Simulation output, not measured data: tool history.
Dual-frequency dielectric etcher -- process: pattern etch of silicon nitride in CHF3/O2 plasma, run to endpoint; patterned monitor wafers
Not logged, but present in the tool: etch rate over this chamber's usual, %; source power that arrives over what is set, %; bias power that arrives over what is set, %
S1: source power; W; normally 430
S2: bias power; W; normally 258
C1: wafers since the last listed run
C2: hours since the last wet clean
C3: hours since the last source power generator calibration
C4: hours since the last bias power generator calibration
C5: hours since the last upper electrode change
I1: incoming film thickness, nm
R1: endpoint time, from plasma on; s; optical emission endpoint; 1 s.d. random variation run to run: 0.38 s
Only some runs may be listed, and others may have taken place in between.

run   hour   S1   S2   C1     C2      C3      C4      C5     I1    R1
  1    0.0  430  258    0  123.8  2097.3  3741.8  4142.9   99.9  61.2
  2   65.1  430  258  439  188.9  2162.4  3806.9  4208.0  101.4  62.8
  3  139.3  430  258  500  263.1  2236.6  3881.1  4282.2  100.2  62.2
  4  189.4  430  258  338  313.2  2286.7  3931.2  4332.3  100.3  61.9
  5  257.0  430  258  456  380.8  2354.3  3998.8  4399.9  100.0  62.9
  6  338.2  430  258  547  462.0  2435.5  4080.0  4481.1  100.6  64.0
     379.1  -- wet clean of the chamber
  7  401.7  430  258  266   22.6  2499.0  4143.5  4544.6   98.8  60.8
     420.2  -- bias power generator calibrated
  8  474.3  370  214  462   95.2  2571.6    54.1  4617.2  101.1  74.8
  9  553.1  540  313  531  174.0  2650.4   132.9  4696.0   99.0  48.8
     572.9  -- source power generator calibrated
     629.4  -- upper electrode replaced
 10  661.1  430  196  539  282.0    88.2   240.9    31.7  100.5  73.9
 11  723.1  430  279  418  344.0   150.2   302.9    93.7  100.7  60.2
 12  830.2  430  258  722  451.1   257.3   410.0   200.8  100.1  63.1
 13  871.5  430  206  278  492.4   298.6   451.3   242.1  100.5  72.6
 14  949.6  330  258  526  570.5   376.7   529.4   320.2  100.3  74.1

Hidden state or all else? Some run-to-run changes of R1, split into what the settings, what came in and random variation would give without the hidden state, and what is left for the hidden state (with any gauge scatter that isn't in both results):
Run 6 -> 7: wet clean of the chamber. R1 -3.2 s: hidden state -2.9, all else -0.3.
Run 8 -> 9: S1 370 -> 540, S2 214 -> 313. R1 -26.0 s: hidden state +0.1, all else -26.1.
